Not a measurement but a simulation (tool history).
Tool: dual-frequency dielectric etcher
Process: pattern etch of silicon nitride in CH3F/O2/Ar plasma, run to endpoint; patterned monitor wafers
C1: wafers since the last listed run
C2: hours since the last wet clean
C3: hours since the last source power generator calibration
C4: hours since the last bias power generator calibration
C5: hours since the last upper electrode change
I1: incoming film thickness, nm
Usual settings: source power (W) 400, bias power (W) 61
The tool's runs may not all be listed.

{"run": 1, "day": 0.0, "source power (W)": 400, "bias power (W)": 61, "C1": 0, "C2": 438.4, "C3": 3009.5, "C4": 3630.0, "C5": 4335.7, "I1": 32.99, "endpoint time (s)": 50.3}
{"run": 2, "day": 0.308, "source power (W)": 400, "bias power (W)": 61, "C1": 115, "C2": 445.8, "C3": 3016.9, "C4": 3637.4, "C5": 4343.1, "I1": 33.01, "endpoint time (s)": 50.2}
{"run": 3, "day": 0.838, "source power (W)": 400, "bias power (W)": 61, "C1": 197, "C2": 458.5, "C3": 3029.6, "C4": 3650.1, "C5": 4355.8, "I1": 32.5, "endpoint time (s)": 49.5}
{"run": 4, "day": 1.088, "source power (W)": 400, "bias power (W)": 61, "C1": 93, "C2": 464.5, "C3": 3035.6, "C4": 3656.1, "C5": 4361.8, "I1": 32.83, "endpoint time (s)": 49.7}
{"run": 5, "day": 1.479, "source power (W)": 400, "bias power (W)": 61, "C1": 146, "C2": 473.9, "C3": 3045.0, "C4": 3665.5, "C5": 4371.2, "I1": 32.68, "endpoint time (s)": 49.6}
{"run": 6, "day": 2.171, "source power (W)": 400, "bias power (W)": 61, "C1": 258, "C2": 490.5, "C3": 3061.6, "C4": 3682.1, "C5": 4387.8, "I1": 32.45, "endpoint time (s)": 49.4}
{"run": 7, "day": 2.596, "source power (W)": 400, "bias power (W)": 64, "C1": 158, "C2": 500.7, "C3": 3071.8, "C4": 3692.3, "C5": 4398.0, "I1": 32.81, "endpoint time (s)": 49.2}
{"run": 8, "day": 3.05, "source power (W)": 400, "bias power (W)": 64, "C1": 169, "C2": 511.6, "C3": 3082.7, "C4": 3703.2, "C5": 4408.9, "I1": 32.58, "endpoint time (s)": 49.2}
{"run": 9, "day": 3.675, "source power (W)": 400, "bias power (W)": 61, "C1": 233, "C2": 526.6, "C3": 3097.7, "C4": 3718.2, "C5": 4423.9, "I1": 32.9, "endpoint time (s)": 49.9}
{"run": 10, "day": 4.271, "source power (W)": 400, "bias power (W)": 61, "C1": 222, "C2": 540.9, "C3": 3112.0, "C4": 3732.5, "C5": 4438.2, "I1": 32.32, "endpoint time (s)": 48.9}
{"run": 11, "day": 4.825, "source power (W)": 400, "bias power (W)": 61, "C1": 206, "C2": 554.2, "C3": 3125.3, "C4": 3745.8, "C5": 4451.5, "I1": 32.51, "endpoint time (s)": 49.2}
{"run": 12, "day": 5.225, "source power (W)": 400, "bias power (W)": 49, "C1": 149, "C2": 563.8, "C3": 3134.9, "C4": 3755.4, "C5": 4461.1, "I1": 32.32, "endpoint time (s)": 50.7}
{"run": 13, "day": 5.846, "source power (W)": 400, "bias power (W)": 49, "C1": 231, "C2": 578.7, "C3": 3149.8, "C4": 3770.3, "C5": 4476.0, "I1": 32.55, "endpoint time (s)": 51.0}
{"day": 6.046, "done": "source power generator calibrated"}
{"run": 14, "day": 6.392, "source power (W)": 400, "bias power (W)": 61, "C1": 141, "C2": 591.8, "C3": 8.3, "C4": 3783.4, "C5": 4489.1, "I1": 32.48, "endpoint time (s)": 49.1}
{"day": 7.696, "done": "wet clean of the chamber"}
{"run": 15, "day": 7.717, "source power (W)": 400, "bias power (W)": 61, "C1": 121, "C2": 0.5, "C3": 40.1, "C4": 3815.2, "C5": 4520.9, "I1": 32.79, "endpoint time (s)": 51.7}
{"run": 16, "day": 7.729, "source power (W)": 450, "bias power (W)": 61, "C1": 4, "C2": 0.8, "C3": 40.4, "C4": 3815.5, "C5": 4521.2, "I1": 32.55, "endpoint time (s)": 47.8}
{"run": 17, "day": 7.971, "source power (W)": 400, "bias power (W)": 61, "C1": 90, "C2": 6.6, "C3": 46.2, "C4": 3821.3, "C5": 4527.0, "I1": 32.86, "endpoint time (s)": 51.4}
{"run": 18, "day": 8.358, "source power (W)": 480, "bias power (W)": 72, "C1": 144, "C2": 15.9, "C3": 55.5, "C4": 3830.6, "C5": 4536.3, "I1": 32.49, "endpoint time (s)": 44.4}
{"run": 19, "day": 10.454, "source power (W)": 400, "bias power (W)": 61, "C1": 782, "C2": 66.2, "C3": 105.8, "C4": 3880.9, "C5": 4586.6, "I1": 32.98, "endpoint time (s)": 51.5}
{"day": 11.625, "done": "upper electrode replaced"}
{"run": 20, "day": 11.646, "source power (W)": 470, "bias power (W)": 55, "C1": 71, "C2": 94.8, "C3": 134.4, "C4": 3909.5, "C5": 0.5, "I1": 32.88, "endpoint time (s)": 47.5}
{"run": 21, "day": 11.683, "source power (W)": 450, "bias power (W)": 54, "C1": 13, "C2": 95.7, "C3": 135.3, "C4": 3910.4, "C5": 1.4, "I1": 32.78, "endpoint time (s)": 48.7}
{"run": 22, "day": 12.058, "source power (W)": 440, "bias power (W)": 51, "C1": 139, "C2": 104.7, "C3": 144.3, "C4": 3919.4, "C5": 10.4, "I1": 32.79, "endpoint time (s)": 49.9}
{"run": 23, "day": 12.712, "source power (W)": 310, "bias power (W)": 56, "C1": 244, "C2": 120.4, "C3": 160.0, "C4": 3935.1, "C5": 26.1, "I1": 32.57, "endpoint time (s)": 60.9}

The next listed run, before its measurement:
{"run": 24, "day": 13.062, "source power (W)": 450, "bias power (W)": 57, "C1": 130, "C2": 128.8, "C3": 168.4, "C4": 3943.5, "C5": 34.5, "I1": 32.62, "endpoint time (s)": "?"}

{"run 24": {"endpoint time (s)": 47.7}}
Without the tool's hidden state the same run would have given endpoint time (s) 48.0.
